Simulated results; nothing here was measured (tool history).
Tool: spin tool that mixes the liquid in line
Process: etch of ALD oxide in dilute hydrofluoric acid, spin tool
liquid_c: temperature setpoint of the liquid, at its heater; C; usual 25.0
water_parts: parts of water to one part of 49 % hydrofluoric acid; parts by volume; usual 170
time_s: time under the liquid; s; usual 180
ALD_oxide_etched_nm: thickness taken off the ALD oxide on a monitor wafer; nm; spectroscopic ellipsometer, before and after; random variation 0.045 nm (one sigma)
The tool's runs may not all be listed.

run	hour	liquid_c	water_parts	time_s	wafers since the last listed run	hours since the thermometer was replaced	hours since the hydrofluoric acid flow meter was replaced	hours since the gauge calibration	read-back film thickness of the ALD oxide reference wafer, read on the same gauge (nm)	ALD_oxide_etched_nm
1	0.0	27.5	170	180	0	3183.1	1647.6	84.3	49.97	23.84
2	8.2	27.5	170	180	55	3191.3	1655.8	92.5	50.02	23.92
3	18.8	27.5	170	180	72	3201.9	1666.4	103.1	49.99	23.94
4	28.4	25.0	170	180	65	3211.5	1676.0	112.7	50.01	21.91
5	36.2	25.0	170	180	53	3219.3	1683.8	120.5	49.99	21.87
6	46.9	25.0	170	180	72	3230.0	1694.5	131.2	50.05	21.93
7	53.1	25.0	170	180	42	3236.2	1700.7	137.4	50.01	21.87
8	67.9	25.0	170	180	100	3251.0	1715.5	152.2	49.99	21.77
9	80.1	25.0	170	180	83	3263.2	1727.7	164.4	50.03	21.87
# hour 87.6: gauge calibrated
# hour 91.9: hydrofluoric acid flow meter replaced
10	97.0	22.5	170	180	108	3280.1	5.1	9.4	49.99	22.81
# hour 100.4: thermometer replaced
11	106.9	25.0	170	150	60	6.5	15.0	19.3	49.98	18.82
12	120.6	25.0	170	150	93	20.2	28.7	33.0	50.02	18.85
13	138.4	25.0	170	180	121	38.0	46.5	50.8	50.05	22.50
14	150.2	30.0	85	265	80	49.8	58.3	62.6	50.06	89.40
15	156.5	21.0	130	150	42	56.1	64.6	68.9	50.03	22.04
16	167.7	25.0	170	180	76	67.3	75.8	80.1	50.00	22.50
17	185.1	20.0	105	285	118	84.7	93.2	97.5	49.99	51.17
18	195.4	20.5	85	90	70	95.0	103.5	107.8	50.01	20.83
19	202.1	25.0	170	180	45	101.7	110.2	114.5	50.03	22.54
20	211.0	25.0	170	180	60	110.6	119.1	123.4	50.00	22.50
21	226.5	25.0	85	145	105	126.1	134.6	138.9	50.02	40.23
22	240.1	23.5	170	180	92	139.7	148.2	152.5	49.95	21.27
23	250.9	27.5	170	180	73	150.5	159.0	163.3	50.02	24.64
# hour 252.3: gauge calibrated
24	262.9	26.5	170	180	81	162.5	171.0	10.6	49.99	23.80
25	273.7	30.0	230	270	73	173.3	181.8	21.4	49.98	27.71

Forecast each of these 5 alternatives for the next run:
A	274.2	25.0	95	180	3	173.8	182.3	21.9	?	?
B	274.2	27.0	145	130	3	173.8	182.3	21.9	?	?
C	274.2	25.0	250	245	3	173.8	182.3	21.9	?	?
D	274.2	21.0	170	180	3	173.8	182.3	21.9	?	?
E	274.2	25.0	150	125	3	173.8	182.3	21.9	?	?

run	read-back film thickness of the ALD oxide reference wafer, read on the same gauge (nm)	ALD_oxide_etched_nm
A	49.98	44.07
B	49.98	21.12
C	49.98	19.04
D	49.98	19.31
E	49.98	18.11
Without the tool's hidden state the same runs would have given:
run	ALD_oxide_etched_nm
A	44.16
B	21.19
C	19.13
D	19.36
E	18.16

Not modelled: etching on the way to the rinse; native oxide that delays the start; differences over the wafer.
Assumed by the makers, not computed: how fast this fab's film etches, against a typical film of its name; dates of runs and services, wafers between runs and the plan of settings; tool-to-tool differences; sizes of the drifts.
